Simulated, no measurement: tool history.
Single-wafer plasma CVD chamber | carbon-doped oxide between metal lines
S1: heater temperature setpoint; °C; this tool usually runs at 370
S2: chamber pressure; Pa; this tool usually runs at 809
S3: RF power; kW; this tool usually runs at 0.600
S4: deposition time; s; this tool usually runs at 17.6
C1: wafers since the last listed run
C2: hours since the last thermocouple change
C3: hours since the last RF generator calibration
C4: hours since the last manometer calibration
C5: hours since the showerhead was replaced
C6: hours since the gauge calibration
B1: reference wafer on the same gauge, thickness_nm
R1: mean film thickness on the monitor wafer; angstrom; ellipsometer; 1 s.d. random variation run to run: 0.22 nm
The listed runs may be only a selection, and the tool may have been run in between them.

run 1 hour=0.0 | S1=370 S2=809 S3=0.600 S4=17.6 | C1=0 C2=850.0 C3=1421.4 C4=1990.8 C5=3331.4 C6=1336.9 | B1=108.363 | R1=967.43
run 2 hour=45.4 | S1=370 S2=809 S3=0.600 S4=17.6 | C1=1582 C2=895.4 C3=1466.8 C4=2036.2 C5=3376.8 C6=1382.3 | B1=108.311 | R1=970.33
run 3 hour=191.9 | S1=370 S2=809 S3=0.600 S4=17.6 | C1=5108 C2=1041.9 C3=1613.3 C4=2182.7 C5=3523.3 C6=1528.8 | B1=108.286 | R1=968.97
run 4 hour=275.0 | S1=370 S2=809 S3=0.600 S4=17.6 | C1=2897 C2=1125.0 C3=1696.4 C4=2265.8 C5=3606.4 C6=1611.9 | B1=108.382 | R1=968.86
run 5 hour=377.6 | S1=370 S2=809 S3=0.600 S4=17.6 | C1=3577 C2=1227.6 C3=1799.0 C4=2368.4 C5=3709.0 C6=1714.5 | B1=108.410 | R1=970.93
run 6 hour=446.0 | S1=370 S2=809 S3=0.600 S4=17.6 | C1=2384 C2=1296.0 C3=1867.4 C4=2436.8 C5=3777.4 C6=1782.9 | B1=108.135 | R1=970.35
-- hour=459.3 thermocouple changed; heater temperature recalibrated
-- hour=487.3 capacitance manometer re-zeroed and calibrated
-- hour=511.7 gauge calibrated
run 7 hour=552.3 | S1=370 S2=809 S3=0.600 S4=17.6 | C1=3148 C2=93.0 C3=1973.7 C4=65.0 C5=3883.7 C6=40.6 | B1=108.341 | R1=984.15
run 8 hour=609.5 | S1=370 S2=809 S3=0.600 S4=17.6 | C1=1994 C2=150.2 C3=2030.9 C4=122.2 C5=3940.9 C6=97.8 | B1=108.201 | R1=979.18
run 9 hour=661.8 | S1=376 S2=733 S3=0.600 S4=17.6 | C1=1823 C2=202.5 C3=2083.2 C4=174.5 C5=3993.2 C6=150.1 | B1=108.334 | R1=947.47
run 10 hour=727.9 | S1=370 S2=809 S3=0.600 S4=19.3 | C1=2304 C2=268.6 C3=2149.3 C4=240.6 C5=4059.3 C6=216.2 | B1=108.324 | R1=1078.59
run 11 hour=781.7 | S1=370 S2=809 S3=0.600 S4=19.3 | C1=1875 C2=322.4 C3=2203.1 C4=294.4 C5=4113.1 C6=270.0 | B1=108.329 | R1=1072.50
run 12 hour=877.8 | S1=370 S2=809 S3=0.525 S4=17.6 | C1=3350 C2=418.5 C3=2299.2 C4=390.5 C5=4209.2 C6=366.1 | B1=108.315 | R1=912.96
run 13 hour=924.0 | S1=364 S2=724 S3=0.600 S4=19.3 | C1=1610 C2=464.7 C3=2345.4 C4=436.7 C5=4255.4 C6=412.3 | B1=108.275 | R1=1068.17
-- hour=990.2 RF generator calibrated
run 14 hour=990.7 | S1=370 S2=809 S3=0.600 S4=17.6 | C1=2046 C2=531.4 C3=0.5 C4=503.4 C5=4322.1 C6=479.0 | B1=108.291 | R1=977.49
run 15 hour=1075.3 | S1=357 S2=809 S3=0.600 S4=17.6 | C1=2949 C2=616.0 C3=85.1 C4=588.0 C5=4406.7 C6=563.6 | B1=108.240 | R1=1011.27
run 16 hour=1154.7 | S1=370 S2=809 S3=0.600 S4=17.6 | C1=2768 C2=695.4 C3=164.5 C4=667.4 C5=4486.1 C6=643.0 | B1=108.288 | R1=974.12
run 17 hour=1262.4 | S1=370 S2=680 S3=0.660 S4=17.6 | C1=3755 C2=803.1 C3=272.2 C4=775.1 C5=4593.8 C6=750.7 | B1=108.255 | R1=991.33
run 18 hour=1369.0 | S1=360 S2=615 S3=0.560 S4=15.4 | C1=3716 C2=909.7 C3=378.8 C4=881.7 C5=4700.4 C6=857.3 | B1=108.239 | R1=804.27
run 19 hour=1462.5 | S1=370 S2=809 S3=0.600 S4=20.7 | C1=3260 C2=1003.2 C3=472.3 C4=975.2 C5=4793.9 C6=950.8 | B1=108.229 | R1=1147.85
-- hour=1547.2 thermocouple changed; heater temperature recalibrated
run 20 hour=1569.0 | S1=362 S2=809 S3=0.540 S4=20.4 | C1=3434 C2=21.8 C3=578.8 C4=1081.7 C5=4900.4 C6=1057.3 | B1=108.429 | R1=1091.21
run 21 hour=1618.9 | S1=370 S2=731 S3=0.600 S4=17.6 | C1=1739 C2=71.7 C3=628.7 C4=1131.6 C5=4950.3 C6=1107.2 | B1=108.203 | R1=958.59
-- hour=1662.6 showerhead replaced
run 22 hour=1725.7 | S1=370 S2=809 S3=0.600 S4=17.6 | C1=3444 C2=178.5 C3=735.5 C4=1238.4 C5=63.1 C6=1214.0 | B1=108.404 | R1=973.48
run 23 hour=1774.7 | S1=361 S2=864 S3=0.500 S4=17.6 | C1=1708 C2=227.5 C3=784.5 C4=1287.4 C5=112.1 C6=1263.0 | B1=108.309 | R1=917.31
run 24 hour=1866.0 | S1=358 S2=663 S3=0.600 S4=17.6 | C1=3183 C2=318.8 C3=875.8 C4=1378.7 C5=203.4 C6=1354.3 | B1=108.314 | R1=969.86
run 25 hour=1947.3 | S1=376 S2=657 S3=0.700 S4=16.5 | C1=2834 C2=400.1 C3=957.1 C4=1460.0 C5=284.7 C6=1435.6 | B1=108.220 | R1=934.27
run 26 hour=2002.7 | S1=370 S2=809 S3=0.600 S4=14.4 | C1=1931 C2=455.5 C3=1012.5 C4=1515.4 C5=340.1 C6=1491.0 | B1=108.329 | R1=795.88
run 27 hour=2065.1 | S1=370 S2=691 S3=0.600 S4=17.6 | C1=2175 C2=517.9 C3=1074.9 C4=1577.8 C5=402.5 C6=1553.4 | B1=108.275 | R1=943.43
run 28 hour=2136.6 | S1=360 S2=615 S3=0.560 S4=15.4 | C1=2493 C2=589.4 C3=1146.4 C4=1649.3 C5=474.0 C6=1624.9 | B1=108.349 | R1=801.02
run 29 hour=2228.0 | S1=370 S2=972 S3=0.600 S4=15.5 | C1=3186 C2=680.8 C3=1237.8 C4=1740.7 C5=565.4 C6=1716.3 | B1=108.361 | R1=878.10

Each row is a separate what-if for the run after 29, all from the same tool condition, not one after another. Results?
run A hour=2228.4 | S1=370 S2=809 S3=0.600 S4=17.6 | C1=13 C2=681.2 C3=1238.2 C4=1741.1 C5=565.8 C6=1716.7 | B1=? | R1=?
run B hour=2228.4 | S1=370 S2=945 S3=0.600 S4=20.4 | C1=13 C2=681.2 C3=1238.2 C4=1741.1 C5=565.8 C6=1716.7 | B1=? | R1=?
run C hour=2228.4 | S1=375 S2=945 S3=0.535 S4=15.7 | C1=13 C2=681.2 C3=1238.2 C4=1741.1 C5=565.8 C6=1716.7 | B1=? | R1=?

run=A B1=108.386 R1=970.19
run=B B1=108.386 R1=1144.86
run=C B1=108.386 R1=823.79
The same runs, with their run-to-run variation unchanged, on a tool lacking any hidden condition would have given:
run=A R1=980.61
run=B R1=1152.22
run=C R1=829.08
